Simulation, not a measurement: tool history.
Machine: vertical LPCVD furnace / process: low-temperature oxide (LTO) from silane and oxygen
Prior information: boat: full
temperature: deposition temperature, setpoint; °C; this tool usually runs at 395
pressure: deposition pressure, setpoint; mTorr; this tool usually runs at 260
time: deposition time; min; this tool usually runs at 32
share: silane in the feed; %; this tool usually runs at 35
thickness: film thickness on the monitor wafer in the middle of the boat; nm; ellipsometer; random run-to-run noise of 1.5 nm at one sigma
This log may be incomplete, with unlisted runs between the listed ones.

run   hour  temperature  pressure  time  share  read-back reference wafer on the same gauge, thickness  thickness
  1      0          402       260    32     35                                                  246.06     306.84
  2   20.8          402       260    32     35                                                  245.92     303.21
  3   37.8          395       260    32     35                                                  246.04     280.56
  4   54.1          395       260    32     30                                                  245.94     225.16
  5   84.2          395       260    32     35                                                  246.45     282.32
  6  108.9          395       260    32     35                                                  245.75     279.24
  7    143          395       260    32     35                                                  245.74     283.83
  8  162.3          395       260    32     35                                                  245.67     281.89
  9  192.7          395       260    32     35                                                  246.62     282.24
 10  222.1          395       260    32     35                                                  246.11     281.15
 11  248.1          395       295    32     35                                                  245.68     321.66
     273.9  -- pressure gauge zeroed
     277.4  -- gauge calibrated
     284.2  -- thermocouples replaced and temperature profile calibrated
 12  284.7          395       295    32     35                                                  245.88     319.73
 13    314          395       295    32     35                                                  246.61     316.95
 14  335.4          395       260    32     38                                                     246     316.15
 15  353.3          395       260    32     38                                                  245.59      316.3
 16  379.6          383       295  35.5     40                                                   246.3     364.63
 17    399          392       220  41.5     39                                                  246.08     344.01
 18  412.9          395       260    32     35                                                   246.3     281.28
 19  429.2          399       200  19.5     42                                                  246.14     171.24
     469.8  -- silane flow controller replaced
 20  470.3          406       285    37     29                                                  246.22     314.88
 21  474.1          395       260    36     35                                                  246.26     320.35
 22  486.8          401       290    32     35                                                  246.09     339.63
 23  499.5          395       260    32     35                                                  246.23     284.41
 24  534.2          406       320    28     35                                                  246.23     342.24
 25  546.4          403       260    32     40                                                  245.92      366.3
 26  581.6          401       245  37.5     35                                                  246.12     334.37
 27  595.3          399       260  37.5     35                                                  246.21     346.09
 28  619.3          399       260    32     35                                                  246.21     295.69
 29  644.6          386       310    38     39                                                  246.46     411.55
 30  679.6          395       260    32     35                                                  245.45     283.03

Forecast each of these 4 alternatives for the next run:
  A  683.5          395       260    32     35                                                       ?          ?
  B  683.5          391       305  42.5     29                                                       ?          ?
  C  683.5          395       260    32     33                                                       ?          ?
  D  683.5          387       260    32     35                                                       ?          ?

run  read-back reference wafer on the same gauge, thickness  thickness
  A                                                  245.94     282.36
  B                                                  245.94     320.09
  C                                                  245.94     260.38
  D                                                  245.94     256.78
The same runs, with their run-to-run variation unchanged, on a tool lacking any hidden condition would have given:
run  thickness
  A     282.36
  B     320.09
  C     260.38
  D     256.78

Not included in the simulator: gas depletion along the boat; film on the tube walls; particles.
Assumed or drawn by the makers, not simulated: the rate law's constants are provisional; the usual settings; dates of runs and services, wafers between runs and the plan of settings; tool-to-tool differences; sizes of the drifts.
